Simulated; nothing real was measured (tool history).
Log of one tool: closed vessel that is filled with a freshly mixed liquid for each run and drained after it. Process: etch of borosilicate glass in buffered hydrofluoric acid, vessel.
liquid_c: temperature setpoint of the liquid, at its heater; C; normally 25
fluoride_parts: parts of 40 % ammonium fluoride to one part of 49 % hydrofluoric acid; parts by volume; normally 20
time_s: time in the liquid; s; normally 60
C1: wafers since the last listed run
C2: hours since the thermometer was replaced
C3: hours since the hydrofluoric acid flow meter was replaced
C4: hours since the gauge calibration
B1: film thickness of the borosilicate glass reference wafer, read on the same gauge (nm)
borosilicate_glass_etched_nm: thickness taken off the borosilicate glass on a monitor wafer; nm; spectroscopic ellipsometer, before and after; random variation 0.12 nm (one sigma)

{"run": 1, "hour": 0.0, "liquid_c": 25, "fluoride_parts": 20, "time_s": 60, "C1": 0, "C2": 1349.8, "C3": 2093.8, "C4": 115.1, "B1": 149.99, "borosilicate_glass_etched_nm": 40.89}
{"run": 2, "hour": 6.5, "liquid_c": 25, "fluoride_parts": 20, "time_s": 60, "C1": 735, "C2": 1356.3, "C3": 2100.3, "C4": 121.6, "B1": 150.03, "borosilicate_glass_etched_nm": 40.94}
{"run": 3, "hour": 13.0, "liquid_c": 25, "fluoride_parts": 20, "time_s": 60, "C1": 735, "C2": 1362.8, "C3": 2106.8, "C4": 128.1, "B1": 150.02, "borosilicate_glass_etched_nm": 40.98}
{"run": 4, "hour": 27.6, "liquid_c": 25, "fluoride_parts": 20, "time_s": 60, "C1": 1651, "C2": 1377.4, "C3": 2121.4, "C4": 142.7, "B1": 149.98, "borosilicate_glass_etched_nm": 41.15}
{"run": 5, "hour": 41.1, "liquid_c": 25, "fluoride_parts": 20, "time_s": 60, "C1": 1527, "C2": 1390.9, "C3": 2134.9, "C4": 156.2, "B1": 149.95, "borosilicate_glass_etched_nm": 41.17}
{"run": 6, "hour": 58.7, "liquid_c": 25, "fluoride_parts": 20, "time_s": 60, "C1": 1991, "C2": 1408.5, "C3": 2152.5, "C4": 173.8, "B1": 150, "borosilicate_glass_etched_nm": 41.21}
{"run": 7, "hour": 72.7, "liquid_c": 25, "fluoride_parts": 20, "time_s": 60, "C1": 1584, "C2": 1422.5, "C3": 2166.5, "C4": 187.8, "B1": 150.01, "borosilicate_glass_etched_nm": 41.1}
{"run": 8, "hour": 88.7, "liquid_c": 25, "fluoride_parts": 20, "time_s": 60, "C1": 1810, "C2": 1438.5, "C3": 2182.5, "C4": 203.8, "B1": 149.96, "borosilicate_glass_etched_nm": 41.25}
{"run": 9, "hour": 106.2, "liquid_c": 25, "fluoride_parts": 20, "time_s": 60, "C1": 1980, "C2": 1456, "C3": 2200, "C4": 221.3, "B1": 149.99, "borosilicate_glass_etched_nm": 41.3}
{"run": 10, "hour": 123.6, "liquid_c": 25, "fluoride_parts": 20, "time_s": 60, "C1": 1968, "C2": 1473.4, "C3": 2217.4, "C4": 238.7, "B1": 150.01, "borosilicate_glass_etched_nm": 41.62}
{"run": 11, "hour": 136.6, "liquid_c": 25, "fluoride_parts": 20, "time_s": 60, "C1": 1470, "C2": 1486.4, "C3": 2230.4, "C4": 251.7, "B1": 149.97, "borosilicate_glass_etched_nm": 41.27}
{"run": 12, "hour": 146.7, "liquid_c": 25, "fluoride_parts": 20, "time_s": 60, "C1": 1142, "C2": 1496.5, "C3": 2240.5, "C4": 261.8, "B1": 150.01, "borosilicate_glass_etched_nm": 41.5}
{"run": 13, "hour": 152.7, "liquid_c": 25, "fluoride_parts": 20, "time_s": 60, "C1": 678, "C2": 1502.5, "C3": 2246.5, "C4": 267.8, "B1": 150.03, "borosilicate_glass_etched_nm": 41.29}
{"hour": 160.4, "done": "thermometer replaced"}
{"run": 14, "hour": 161.9, "liquid_c": 25, "fluoride_parts": 20, "time_s": 60, "C1": 927, "C2": 1.5, "C3": 2255.7, "C4": 277, "B1": 150, "borosilicate_glass_etched_nm": 41.16}
{"run": 15, "hour": 168.2, "liquid_c": 25, "fluoride_parts": 20, "time_s": 60, "C1": 712, "C2": 7.8, "C3": 2262, "C4": 283.3, "B1": 150, "borosilicate_glass_etched_nm": 41.53}
{"run": 16, "hour": 190.1, "liquid_c": 27.5, "fluoride_parts": 20, "time_s": 30, "C1": 2477, "C2": 29.7, "C3": 2283.9, "C4": 305.2, "B1": 150, "borosilicate_glass_etched_nm": 23.57}
{"run": 17, "hour": 200.6, "liquid_c": 25, "fluoride_parts": 20, "time_s": 60, "C1": 1188, "C2": 40.2, "C3": 2294.4, "C4": 315.7, "B1": 150.02, "borosilicate_glass_etched_nm": 41.43}
{"run": 18, "hour": 210.1, "liquid_c": 25, "fluoride_parts": 16, "time_s": 30, "C1": 1074, "C2": 49.7, "C3": 2303.9, "C4": 325.2, "B1": 149.95, "borosilicate_glass_etched_nm": 25.92}
{"run": 19, "hour": 219.5, "liquid_c": 25, "fluoride_parts": 20, "time_s": 60, "C1": 1063, "C2": 59.1, "C3": 2313.3, "C4": 334.6, "B1": 150.01, "borosilicate_glass_etched_nm": 41.47}
{"run": 20, "hour": 231.2, "liquid_c": 25, "fluoride_parts": 24.5, "time_s": 70, "C1": 1323, "C2": 70.8, "C3": 2325, "C4": 346.3, "B1": 149.99, "borosilicate_glass_etched_nm": 40.7}
{"run": 21, "hour": 245.1, "liquid_c": 25, "fluoride_parts": 15, "time_s": 60, "C1": 1572, "C2": 84.7, "C3": 2338.9, "C4": 360.2, "B1": 149.98, "borosilicate_glass_etched_nm": 55.22}
{"run": 22, "hour": 274.7, "liquid_c": 25, "fluoride_parts": 26.5, "time_s": 75, "C1": 3349, "C2": 114.3, "C3": 2368.5, "C4": 389.8, "B1": 150.02, "borosilicate_glass_etched_nm": 41.56}
{"run": 23, "hour": 290.1, "liquid_c": 25, "fluoride_parts": 22, "time_s": 70, "C1": 1742, "C2": 129.7, "C3": 2383.9, "C4": 405.2, "B1": 149.96, "borosilicate_glass_etched_nm": 44}
{"run": 24, "hour": 297.0, "liquid_c": 23, "fluoride_parts": 23.5, "time_s": 30, "C1": 780, "C2": 136.6, "C3": 2390.8, "C4": 412.1, "B1": 149.94, "borosilicate_glass_etched_nm": 16.09}
{"hour": 301.0, "done": "hydrofluoric acid flow meter replaced"}
{"hour": 304.8, "done": "gauge calibrated"}
{"run": 25, "hour": 312.5, "liquid_c": 21, "fluoride_parts": 27.5, "time_s": 95, "C1": 1640, "C2": 152.1, "C3": 11.5, "C4": 7.7, "B1": 150.01, "borosilicate_glass_etched_nm": 38.96}
{"run": 26, "hour": 320.4, "liquid_c": 22, "fluoride_parts": 16, "time_s": 60, "C1": 893, "C2": 160, "C3": 19.4, "C4": 15.6, "B1": 150.05, "borosilicate_glass_etched_nm": 40.48}
{"run": 27, "hour": 332.1, "liquid_c": 25, "fluoride_parts": 20, "time_s": 60, "C1": 1323, "C2": 171.7, "C3": 31.1, "C4": 27.3, "B1": 150.01, "borosilicate_glass_etched_nm": 38.09}
{"run": 28, "hour": 349.1, "liquid_c": 25, "fluoride_parts": 13.5, "time_s": 75, "C1": 1923, "C2": 188.7, "C3": 48.1, "C4": 44.3, "B1": 149.95, "borosilicate_glass_etched_nm": 70.34}
{"run": 29, "hour": 363.2, "liquid_c": 22.5, "fluoride_parts": 27, "time_s": 30, "C1": 1595, "C2": 202.8, "C3": 62.2, "C4": 58.4, "B1": 149.98, "borosilicate_glass_etched_nm": 13.51}
{"run": 30, "hour": 397.6, "liquid_c": 27, "fluoride_parts": 20, "time_s": 60, "C1": 3892, "C2": 237.2, "C3": 96.6, "C4": 92.8, "B1": 149.99, "borosilicate_glass_etched_nm": 42.8}
{"run": 31, "hour": 412.4, "liquid_c": 25, "fluoride_parts": 20, "time_s": 60, "C1": 1674, "C2": 252, "C3": 111.4, "C4": 107.6, "B1": 149.98, "borosilicate_glass_etched_nm": 38.33}
{"run": 32, "hour": 426.7, "liquid_c": 25, "fluoride_parts": 13, "time_s": 90, "C1": 1617, "C2": 266.3, "C3": 125.7, "C4": 121.9, "B1": 150.02, "borosilicate_glass_etched_nm": 87.59}
{"run": 33, "hour": 433.6, "liquid_c": 25, "fluoride_parts": 20, "time_s": 60, "C1": 780, "C2": 273.2, "C3": 132.6, "C4": 128.8, "B1": 150.01, "borosilicate_glass_etched_nm": 38.44}
{"run": 34, "hour": 449.0, "liquid_c": 26.5, "fluoride_parts": 15, "time_s": 95, "C1": 1742, "C2": 288.6, "C3": 148, "C4": 144.2, "B1": 150.02, "borosilicate_glass_etched_nm": 87.88}

3 ways to go on from here, each from the tool as it stands after run 34. What would each give?
{"run": "A", "hour": 449.7, "liquid_c": 25, "fluoride_parts": 25.5, "time_s": 60, "C1": 79, "C2": 289.3, "C3": 148.7, "C4": 144.9, "B1": "?", "borosilicate_glass_etched_nm": "?"}
{"run": "B", "hour": 449.7, "liquid_c": 22.5, "fluoride_parts": 18, "time_s": 35, "C1": 79, "C2": 289.3, "C3": 148.7, "C4": 144.9, "B1": "?", "borosilicate_glass_etched_nm": "?"}
{"run": "C", "hour": 449.7, "liquid_c": 28, "fluoride_parts": 20, "time_s": 60, "C1": 79, "C2": 289.3, "C3": 148.7, "C4": 144.9, "B1": "?", "borosilicate_glass_etched_nm": "?"}

run=A B1=150.01 borosilicate_glass_etched_nm=32.29
run=B B1=150.01 borosilicate_glass_etched_nm=21.84
run=C B1=150.01 borosilicate_glass_etched_nm=45.25
Without the tool's hidden state the same runs would have given:
run=A borosilicate_glass_etched_nm=31.56
run=B borosilicate_glass_etched_nm=21.13
run=C borosilicate_glass_etched_nm=43.78
